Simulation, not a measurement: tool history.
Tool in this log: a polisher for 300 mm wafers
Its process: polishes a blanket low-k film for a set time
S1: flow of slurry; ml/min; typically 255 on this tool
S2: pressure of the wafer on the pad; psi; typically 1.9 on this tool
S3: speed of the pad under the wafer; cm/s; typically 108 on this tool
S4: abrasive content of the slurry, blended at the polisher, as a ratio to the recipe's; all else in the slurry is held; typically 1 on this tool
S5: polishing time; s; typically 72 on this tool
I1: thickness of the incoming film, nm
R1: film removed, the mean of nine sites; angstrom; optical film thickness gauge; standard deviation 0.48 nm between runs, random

{"run": 1, "day": 0.0, "S1": 285, "S2": 1.9, "S3": 108, "S4": 1, "S5": 65, "I1": 363.6, "R1": 297}
{"run": 2, "day": 0.521, "S1": 255, "S2": 1.9, "S3": 118, "S4": 0.75, "S5": 72, "I1": 359, "R1": 313}
{"run": 3, "day": 0.912, "S1": 255, "S2": 1.9, "S3": 108, "S4": 1, "S5": 72, "I1": 357.9, "R1": 328}
{"day": 1.283, "done": "slurry nozzle cleaned"}
{"run": 4, "day": 1.5, "S1": 255, "S2": 1.9, "S3": 108, "S4": 1, "S5": 72, "I1": 352.9, "R1": 313}
{"run": 5, "day": 2.029, "S1": 255, "S2": 1.9, "S3": 108, "S4": 0.85, "S5": 72, "I1": 363.6, "R1": 297}
{"day": 2.575, "done": "slurry blender recalibrated"}
{"run": 6, "day": 2.596, "S1": 255, "S2": 1.9, "S3": 108, "S4": 1.1, "S5": 72, "I1": 358.7, "R1": 320}
{"day": 2.788, "done": "worn pad replaced by a new one"}
{"run": 7, "day": 2.808, "S1": 255, "S2": 1.3, "S3": 108, "S4": 1, "S5": 72, "I1": 360.2, "R1": 211}
{"run": 8, "day": 3.162, "S1": 255, "S2": 1.9, "S3": 108, "S4": 1, "S5": 49, "I1": 359.5, "R1": 207}
{"run": 9, "day": 3.808, "S1": 255, "S2": 1.9, "S3": 108, "S4": 1.2, "S5": 72, "I1": 362.2, "R1": 308}
{"run": 10, "day": 4.467, "S1": 255, "S2": 1.7, "S3": 108, "S4": 1, "S5": 72, "I1": 357.9, "R1": 267}
{"run": 11, "day": 4.8, "S1": 255, "S2": 1.9, "S3": 118, "S4": 0.75, "S5": 72, "I1": 363.9, "R1": 269}
{"day": 4.917, "done": "conditioning disc replaced and pad reconditioned"}
{"run": 12, "day": 5.25, "S1": 255, "S2": 1.9, "S3": 118, "S4": 0.8, "S5": 72, "I1": 360.1, "R1": 336}
{"run": 13, "day": 5.671, "S1": 340, "S2": 2.3, "S3": 120, "S4": 0.8, "S5": 72, "I1": 354.8, "R1": 422}
{"run": 14, "day": 6.1, "S1": 255, "S2": 1.9, "S3": 108, "S4": 1.15, "S5": 72, "I1": 355.5, "R1": 359}
{"run": 15, "day": 6.425, "S1": 315, "S2": 1.9, "S3": 128, "S4": 1.15, "S5": 48, "I1": 365.7, "R1": 261}
{"run": 16, "day": 8.388, "S1": 195, "S2": 2.5, "S3": 108, "S4": 1, "S5": 72, "I1": 361.3, "R1": 426}
{"day": 8.696, "done": "slurry blender recalibrated"}
{"run": 17, "day": 8.783, "S1": 255, "S2": 1.9, "S3": 118, "S4": 0.8, "S5": 72, "I1": 362.6, "R1": 331}
{"run": 18, "day": 9.05, "S1": 255, "S2": 1.9, "S3": 108, "S4": 1.2, "S5": 72, "I1": 367.3, "R1": 346}
{"day": 9.221, "done": "worn pad replaced by a new one"}
{"run": 19, "day": 9.467, "S1": 210, "S2": 1.9, "S3": 118, "S4": 1, "S5": 88, "I1": 361.2, "R1": 408}
{"run": 20, "day": 10.125, "S1": 255, "S2": 1.5, "S3": 108, "S4": 1, "S5": 72, "I1": 359, "R1": 259}
{"run": 21, "day": 10.471, "S1": 255, "S2": 1.9, "S3": 108, "S4": 0.85, "S5": 56, "I1": 355.2, "R1": 239}
{"run": 22, "day": 11.154, "S1": 255, "S2": 1.9, "S3": 108, "S4": 1, "S5": 72, "I1": 357.4, "R1": 313}
{"run": 23, "day": 11.467, "S1": 190, "S2": 1.9, "S3": 108, "S4": 1, "S5": 72, "I1": 360.5, "R1": 300}
{"run": 24, "day": 12.05, "S1": 320, "S2": 1.9, "S3": 76, "S4": 1, "S5": 48, "I1": 358.5, "R1": 173}
{"day": 12.183, "done": "conditioning disc replaced and pad reconditioned"}
{"run": 25, "day": 12.579, "S1": 325, "S2": 1.3, "S3": 108, "S4": 0.9, "S5": 87, "I1": 358.2, "R1": 280}

5 ways to go on from here, each from the tool as it stands after run 25. What would each give?
{"run": "A", "day": 12.596, "S1": 255, "S2": 1.9, "S3": 108, "S4": 1, "S5": 72, "I1": 362.6, "R1": "?"}
{"run": "B", "day": 12.596, "S1": 255, "S2": 1.3, "S3": 108, "S4": 0.75, "S5": 72, "I1": 362.6, "R1": "?"}
{"run": "C", "day": 12.596, "S1": 205, "S2": 1.9, "S3": 108, "S4": 0.9, "S5": 72, "I1": 362.6, "R1": "?"}
{"run": "D", "day": 12.596, "S1": 255, "S2": 1.9, "S3": 108, "S4": 1, "S5": 52, "I1": 362.6, "R1": "?"}
{"run": "E", "day": 12.596, "S1": 180, "S2": 1.9, "S3": 108, "S4": 1, "S5": 72, "I1": 362.6, "R1": "?"}

run=A R1=337
run=B R1=212
run=C R1=317
run=D R1=243
run=E R1=321
With the hidden condition removed and each run's random variation left untouched, the same runs would have given:
run=A R1=343
run=B R1=215
run=C R1=323
run=D R1=248
run=E R1=327

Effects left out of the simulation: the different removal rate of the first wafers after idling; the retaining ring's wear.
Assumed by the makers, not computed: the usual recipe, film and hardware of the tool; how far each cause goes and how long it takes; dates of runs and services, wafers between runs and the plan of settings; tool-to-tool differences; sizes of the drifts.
